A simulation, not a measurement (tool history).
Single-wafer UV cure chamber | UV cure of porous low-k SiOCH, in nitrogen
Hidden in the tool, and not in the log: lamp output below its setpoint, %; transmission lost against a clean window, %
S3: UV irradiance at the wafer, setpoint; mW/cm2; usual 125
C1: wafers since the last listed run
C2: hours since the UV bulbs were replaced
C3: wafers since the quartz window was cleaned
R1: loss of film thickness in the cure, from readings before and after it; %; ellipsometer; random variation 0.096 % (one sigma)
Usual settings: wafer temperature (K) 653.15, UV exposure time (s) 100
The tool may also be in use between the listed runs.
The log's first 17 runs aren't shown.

Run 18, hour 1097.3: usual settings but wafer temperature (K) 646.15, S3 159 mW/cm2; C1 534; C2 1653.6; C3 2120. Result: R1 7.884 %.
At hour 1116.5: UV bulbs replaced.
Run 19, hour 1230.5: usual settings but wafer temperature (K) 647.15, S3 103 mW/cm2; C1 1205; C2 114.0; C3 3325. Result: R1 6.561 %.
At hour 1274.5: quartz window cleaned.
Run 20, hour 1275.0: usual settings; C1 351; C2 158.5; C3 5. Result: R1 8.324 %.
Run 21, hour 1325.8: usual settings but wafer temperature (K) 637.15; C1 488; C2 209.3; C3 494. Result: R1 7.773 %.
Run 22, hour 1351.5: usual settings but UV exposure time (s) 110; C1 247; C2 235.0; C3 741. Result: R1 8.231 %.
Run 23, hour 1421.6: usual settings; C1 674; C2 305.1; C3 1416. Result: R1 7.547 %.
Run 24, hour 1462.9: usual settings; C1 397; C2 346.4; C3 1813. Result: R1 7.560 %.
Run 25, hour 1505.3: usual settings; C1 408; C2 388.8; C3 2221. Result: R1 7.255 %.
Run 26, hour 1556.2: usual settings but UV exposure time (s) 50; C1 489; C2 439.7; C3 2711. Result: R1 4.732 %.
At hour 1608.0: quartz window cleaned.
Run 27, hour 1684.9: usual settings but wafer temperature (K) 633.15, S3 89 mW/cm2; C1 1161; C2 568.4; C3 740. Result: R1 5.773 %.
Run 28, hour 1739.8: usual settings but UV exposure time (s) 145; C1 528; C2 623.3; C3 1268. Result: R1 8.990 %.
Run 29, hour 1809.2: usual settings but UV exposure time (s) 80; C1 668; C2 692.7; C3 1936. Result: R1 6.213 %.
Run 30, hour 1870.5: usual settings; C1 590; C2 754.0; C3 2527. Result: R1 7.224 %.

Forecast each of these 4 alternatives for the next run:
Run A, hour 1870.9: usual settings; C1 3; C2 754.4; C3 2530. Result: R1 ?.
Run B, hour 1870.9: usual settings but wafer temperature (K) 671.15, UV exposure time (s) 125; C1 3; C2 754.4; C3 2530. Result: R1 ?.
Run C, hour 1870.9: usual settings but wafer temperature (K) 646.15, UV exposure time (s) 135, S3 111 mW/cm2; C1 3; C2 754.4; C3 2530. Result: R1 ?.
Run D, hour 1870.9: usual settings but wafer temperature (K) 648.15, UV exposure time (s) 155, S3 107 mW/cm2; C1 3; C2 754.4; C3 2530. Result: R1 ?.

run     R1
  A  7.077
  B  8.282
  C  7.694
  D  8.147
Without the tool's hidden state the same runs would have given:
run     R1
  A  8.463
  B  9.719
  C  9.108
  D  9.579
